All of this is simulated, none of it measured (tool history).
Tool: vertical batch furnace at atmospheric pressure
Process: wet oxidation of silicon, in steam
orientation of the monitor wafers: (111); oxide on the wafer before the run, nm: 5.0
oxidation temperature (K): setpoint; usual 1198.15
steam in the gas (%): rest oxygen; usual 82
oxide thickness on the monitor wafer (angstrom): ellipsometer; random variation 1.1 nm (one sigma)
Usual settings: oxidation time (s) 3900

run,hour,oxidation temperature (K),oxidation time (s),steam in the gas (%),"read-back reference wafer on the same gauge, thickness",oxide thickness on the monitor wafer (angstrom)
1,0,1198.15,3900,82,282.76,2714.3
2,84,1198.15,3900,82,283.29,2707.7
3,161.9,1198.15,3900,82,283.11,2715.6
4,233.7,1198.15,3900,82,283.08,2705
5,336.7,1198.15,3900,82,282.91,2714.9
6,420.1,1198.15,3900,82,282.98,2705.7
7,475.6,1180.15,3900,82,283.22,2300.9
8,522.2,1180.15,3900,82,283.03,2298.8
9,603.3,1187.15,3900,82,283.07,2469.7
10,687.5,1187.15,3900,82,282.88,2464.6
11,783,1198.15,3900,91,282.89,2910.8
12,826.8,1198.15,3900,91,282.9,2929.1
13,899.9,1198.15,3900,91,282.84,2915.3
14,939,1198.15,3900,82,282.89,2721.6
15,997,1176.15,2010,73,283.06,1165.4
16,1035.6,1198.15,5730,82,283.04,3579.9
17,1121,1210.15,3900,82,283.14,3003.7
18,1247,1198.15,5460,82,282.91,3466
19,1341.4,1207.15,5280,72,282.69,3298.6
20,1484.6,1191.15,5790,77,283.1,3257.7
21,1570.2,1208.15,2580,87,283.14,2276.5
22,1660.7,1198.15,2310,82,282.94,1819.2
23,1718.1,1221.15,5760,93,283.12,4663.8
24,1786.2,1213.15,3900,82,282.94,3058.9
25,1862.7,1198.15,4500,82,283.08,3006.9
26,1909.3,1180.15,3900,82,283.06,2296.5
27,2009.5,1218.15,4950,77,283.1,3622.2
28,2116.6,1198.15,3900,82,283.02,2711.7
29,2189,1185.15,3270,71,282.8,1869.5
30,2504.5,1205.15,3900,82,282.9,2889.1
31,2642.4,1198.15,3900,82,282.88,2728.8
32,2907.6,1215.15,2520,82,283.07,2279.5
33,2967,1198.15,5790,82,283.04,3632.6
34,3022.8,1198.15,2310,82,283.09,1812.2
35,3097.3,1198.15,3900,82,283.09,2724.7
36,3182.2,1198.15,3900,82,282.98,2708.8
37,3251.6,1198.15,3900,82,283.22,2723.8

Not shown: 4 entries that the log had between the listed runs. Between which runs, and how does the tool's hidden state differ before and after?
Between runs 5 and 6: gauge calibrated (hour 380)
  no hidden state differs between the two runs
Between runs 7 and 8: thermocouples replaced and temperature profile calibrated (hour 521.7)
  no hidden state differs between the two runs
Between runs 29 and 30: gauge calibrated (hour 2265.2); steam generator serviced (hour 2294.3)
  no hidden state differs between the two runs

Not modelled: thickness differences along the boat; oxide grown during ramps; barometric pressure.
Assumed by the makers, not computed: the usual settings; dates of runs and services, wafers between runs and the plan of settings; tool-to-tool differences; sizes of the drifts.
